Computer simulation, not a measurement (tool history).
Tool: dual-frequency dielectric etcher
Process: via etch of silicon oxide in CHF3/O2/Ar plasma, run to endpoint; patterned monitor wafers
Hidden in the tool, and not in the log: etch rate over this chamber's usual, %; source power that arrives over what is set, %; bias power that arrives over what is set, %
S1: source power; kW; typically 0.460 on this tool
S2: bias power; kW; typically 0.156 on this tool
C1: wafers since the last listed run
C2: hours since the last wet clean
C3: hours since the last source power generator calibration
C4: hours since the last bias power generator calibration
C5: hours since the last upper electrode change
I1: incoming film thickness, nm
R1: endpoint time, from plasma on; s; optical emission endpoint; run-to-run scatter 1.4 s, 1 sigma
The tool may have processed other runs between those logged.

run,hour,S1,S2,C1,C2,C3,C4,C5,I1,R1
1,0.0,0.410,0.156,0,92.1,2212.3,424.7,3574.6,447.9,249.9
2,50.6,0.410,0.156,289,142.7,2262.9,475.3,3625.2,444.3,244.5
3,82.1,0.410,0.156,179,174.2,2294.4,506.8,3656.7,447.1,248.4
4,147.7,0.460,0.156,374,239.8,2360.0,572.4,3722.3,446.8,231.9
5,212.4,0.460,0.156,369,304.5,2424.7,637.1,3787.0,445.3,230.8
6,276.8,0.460,0.156,367,368.9,2489.1,701.5,3851.4,450.6,231.3
7,324.8,0.530,0.156,274,416.9,2537.1,749.5,3899.4,448.4,214.4
# hour 350.0: wet clean of the chamber
8,377.4,0.530,0.156,163,27.4,2589.7,802.1,3952.0,447.0,220.5
9,408.1,0.500,0.131,175,58.1,2620.4,832.8,3982.7,442.8,241.1
10,479.1,0.400,0.156,405,129.1,2691.4,903.8,4053.7,450.1,254.9
11,660.6,0.400,0.156,1036,310.6,2872.9,1085.3,4235.2,447.6,246.1
12,717.0,0.540,0.156,322,367.0,2929.3,1141.7,4291.6,450.2,213.1
# hour 764.9: wet clean of the chamber
13,765.4,0.540,0.156,139,0.5,2977.7,1190.1,4340.0,449.4,221.3
14,798.8,0.540,0.156,190,33.9,3011.1,1223.5,4373.4,448.1,218.9
15,837.2,0.460,0.156,219,72.3,3049.5,1261.9,4411.8,446.7,234.9
16,893.6,0.460,0.156,322,128.7,3105.9,1318.3,4468.2,449.2,233.8
# hour 898.6: source power generator calibrated
17,942.7,0.460,0.156,257,177.8,44.1,1367.4,4517.3,447.2,235.0
18,981.6,0.570,0.182,222,216.7,83.0,1406.3,4556.2,454.0,198.8
19,1049.5,0.560,0.143,387,284.6,150.9,1474.2,4624.1,446.9,216.9
# hour 1177.9: upper electrode replaced
# hour 1179.1: wet clean of the chamber
20,1245.5,0.530,0.127,975,66.4,346.9,1670.2,67.6,447.9,244.6
21,1271.7,0.520,0.194,149,92.6,373.1,1696.4,93.8,448.8,203.1
22,1303.9,0.570,0.139,183,124.8,405.3,1728.6,126.0,448.4,223.6
# hour 1450.1: bias power generator calibrated
23,1501.4,0.500,0.122,1105,322.3,602.8,51.3,323.5,445.3,250.3
# hour 1543.1: wet clean of the chamber
24,1547.4,0.460,0.156,125,4.3,648.8,97.3,369.5,446.6,239.3
25,1581.2,0.460,0.156,193,38.1,682.6,131.1,403.3,449.6,239.1
26,1637.5,0.460,0.173,321,94.4,738.9,187.4,459.6,448.3,227.1
27,1689.1,0.460,0.156,294,146.0,790.5,239.0,511.2,452.4,235.5
28,1758.5,0.460,0.156,396,215.4,859.9,308.4,580.6,447.5,234.1
29,1922.6,0.360,0.156,937,379.5,1024.0,472.5,744.7,451.3,262.0
# hour 1980.9: wet clean of the chamber
30,1993.6,0.460,0.187,268,12.7,1095.0,543.5,815.7,447.3,219.5
31,2044.4,0.460,0.139,290,63.5,1145.8,594.3,866.5,448.5,249.4

For each run, the measured value with the value that run would have given without the tool's hidden condition subtracted. The run-to-run variation is shared by both, the gauge scatter possibly not:
run,R1
1,-2.7
2,-4.0
3,-4.8
4,-6.2
5,-7.9
6,-9.5
7,-10.0
8,-0.9
9,-1.8
10,-4.0
11,-8.8
12,-8.9
13,-1.0
14,-1.8
15,-2.9
16,-4.4
17,-5.7
18,-5.7
19,-7.8
20,-0.6
21,-1.2
22,-2.0
23,-7.7
24,+1.1
25,+0.1
26,-1.2
27,-2.6
28,-4.4
29,-9.7
30,+1.1
31,-0.2
